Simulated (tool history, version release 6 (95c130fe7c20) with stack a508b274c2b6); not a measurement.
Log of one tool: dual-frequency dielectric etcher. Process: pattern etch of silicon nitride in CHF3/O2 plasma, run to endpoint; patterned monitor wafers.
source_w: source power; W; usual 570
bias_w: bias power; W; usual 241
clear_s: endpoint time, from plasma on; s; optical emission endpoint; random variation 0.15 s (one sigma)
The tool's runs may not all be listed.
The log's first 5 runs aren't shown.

run     day  source_w  bias_w  incoming incoming film thickness, nm  clear_s
  6   6.512       570     214                                  58.3     37.5
  7     7.9       530     241                                  58.4     37.6
  8   8.642       570     241                                  58.3     36.5
  9     9.9       570     241                                  58.1     36.4
 10  10.946       630     241                                  58.7     35.2
     11.604  -- bias power generator calibrated
     12.038  -- upper electrode replaced
 11  12.058       630     241                                  58.5     35.1
 12  12.571       630     241                                    58     34.7
 13  13.396       570     241                                  58.3     36.5
 14  14.012       570     241                                  58.6     36.6
 15  14.654       570     241                                  58.1     36.4
 16  15.908       570     278                                  58.1     34.9
 17   16.65       460     196                                  58.4     42.3
 18  17.579       570     241                                  58.5     36.8
 19  18.992       690     220                                  58.1     34.7
 20  19.583       450     219                                  58.2     41.3
     21.067  -- wet clean of the chamber
 21  21.546       610     276                                    58     33.8
 22  22.983       460     241                                  58.5     39.4
 23  23.842       610     186                                    58     37.6
 24  24.517       640     225                                  58.6     35.4
     25.996  -- source power generator calibrated
 25  26.017       610     296                                  58.7     33.5
 26  26.467       570     241                                    58     35.9
 27  27.362       570     261                                  57.9     35.4
 28  27.942       510     241                                  58.4     37.8
 29  28.917       520     241                                  58.8     37.8
 30  29.471       480     280                                  58.7     37.5

Run 31 comes next. What will it give?
 31  30.121       460     199                                  58.3        ?

Run 31 gave clear_s 41.3 s.
Without the tool's hidden state the same run would have given clear_s 41.1 s.
